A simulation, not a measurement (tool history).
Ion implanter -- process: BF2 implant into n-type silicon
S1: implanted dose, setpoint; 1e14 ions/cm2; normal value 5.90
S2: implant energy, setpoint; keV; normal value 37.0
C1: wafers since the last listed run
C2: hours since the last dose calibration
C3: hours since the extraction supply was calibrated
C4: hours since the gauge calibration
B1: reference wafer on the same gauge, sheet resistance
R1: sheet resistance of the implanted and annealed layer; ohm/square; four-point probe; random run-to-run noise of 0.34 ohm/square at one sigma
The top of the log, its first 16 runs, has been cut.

run 17 day=34.854 | S1=4.35 S2=46.0 | C1=652 C2=357.7 C3=212.2 C4=56.7 | B1=181.10 | R1=282.22
run 18 day=36.171 | S1=5.10 S2=28.5 | C1=795 C2=389.3 C3=243.8 C4=88.3 | B1=181.05 | R1=268.07
run 19 day=38.312 | S1=4.52 S2=42.5 | C1=1294 C2=440.7 C3=295.2 C4=139.7 | B1=181.00 | R1=275.75
run 20 day=39.375 | S1=4.90 S2=45.5 | C1=642 C2=466.2 C3=320.7 C4=165.2 | B1=180.92 | R1=254.46
run 21 day=41.304 | S1=7.48 S2=24.5 | C1=1165 C2=512.5 C3=367.0 C4=211.5 | B1=180.86 | R1=232.26
run 22 day=42.475 | S1=5.90 S2=37.0 | C1=707 C2=540.6 C3=395.1 C4=239.6 | B1=180.94 | R1=227.59
run 23 day=44.088 | S1=5.90 S2=28.0 | C1=974 C2=579.3 C3=433.8 C4=278.3 | B1=180.98 | R1=246.30
run 24 day=46.396 | S1=6.50 S2=37.0 | C1=1394 C2=634.7 C3=489.2 C4=333.7 | B1=181.15 | R1=213.10
run 25 day=49.233 | S1=5.90 S2=37.0 | C1=1714 C2=702.8 C3=557.3 C4=401.8 | B1=180.98 | R1=228.12
run 26 day=51.133 | S1=7.50 S2=45.5 | C1=1148 C2=748.4 C3=602.9 C4=447.4 | B1=181.06 | R1=185.33
run 27 day=52.217 | S1=5.90 S2=37.0 | C1=654 C2=774.4 C3=628.9 C4=473.4 | B1=181.11 | R1=228.47
run 28 day=54.517 | S1=5.21 S2=47.5 | C1=1389 C2=829.6 C3=684.1 C4=528.6 | B1=181.12 | R1=242.08
run 29 day=55.717 | S1=5.90 S2=28.5 | C1=725 C2=858.4 C3=712.9 C4=557.4 | B1=180.99 | R1=245.10
run 30 day=57.258 | S1=5.28 S2=31.5 | C1=931 C2=895.4 C3=749.9 C4=594.4 | B1=180.89 | R1=256.98
run 31 day=60.192 | S1=7.35 S2=47.5 | C1=1772 C2=965.8 C3=820.3 C4=664.8 | B1=181.12 | R1=186.56
run 32 day=61.921 | S1=7.52 S2=29.0 | C1=1044 C2=1007.3 C3=861.8 C4=706.3 | B1=181.07 | R1=216.08
run 33 day=63.875 | S1=5.29 S2=29.5 | C1=1180 C2=1054.2 C3=908.7 C4=753.2 | B1=181.01 | R1=261.15

Consider 5 possible next runs. They are alternatives, not a sequence: every one starts from the tool as it was left by run 33. What does each give?
run A day=63.892 | S1=5.90 S2=25.5 | C1=10 C2=1054.6 C3=909.1 C4=753.6 | B1=? | R1=?
run B day=63.892 | S1=6.90 S2=47.0 | C1=10 C2=1054.6 C3=909.1 C4=753.6 | B1=? | R1=?
run C day=63.892 | S1=7.28 S2=30.0 | C1=10 C2=1054.6 C3=909.1 C4=753.6 | B1=? | R1=?
run D day=63.892 | S1=6.59 S2=31.0 | C1=10 C2=1054.6 C3=909.1 C4=753.6 | B1=? | R1=?
run E day=63.892 | S1=5.17 S2=27.5 | C1=10 C2=1054.6 C3=909.1 C4=753.6 | B1=? | R1=?

run=A B1=180.95 R1=253.99
run=B B1=180.95 R1=194.06
run=C B1=180.95 R1=215.64
run=D B1=180.95 R1=223.77
run=E B1=180.95 R1=269.14
Had the tool no hidden state, the same runs would have come out as:
run=A R1=251.09
run=B R1=191.26
run=C R1=213.61
run=D R1=221.23
run=E R1=265.30

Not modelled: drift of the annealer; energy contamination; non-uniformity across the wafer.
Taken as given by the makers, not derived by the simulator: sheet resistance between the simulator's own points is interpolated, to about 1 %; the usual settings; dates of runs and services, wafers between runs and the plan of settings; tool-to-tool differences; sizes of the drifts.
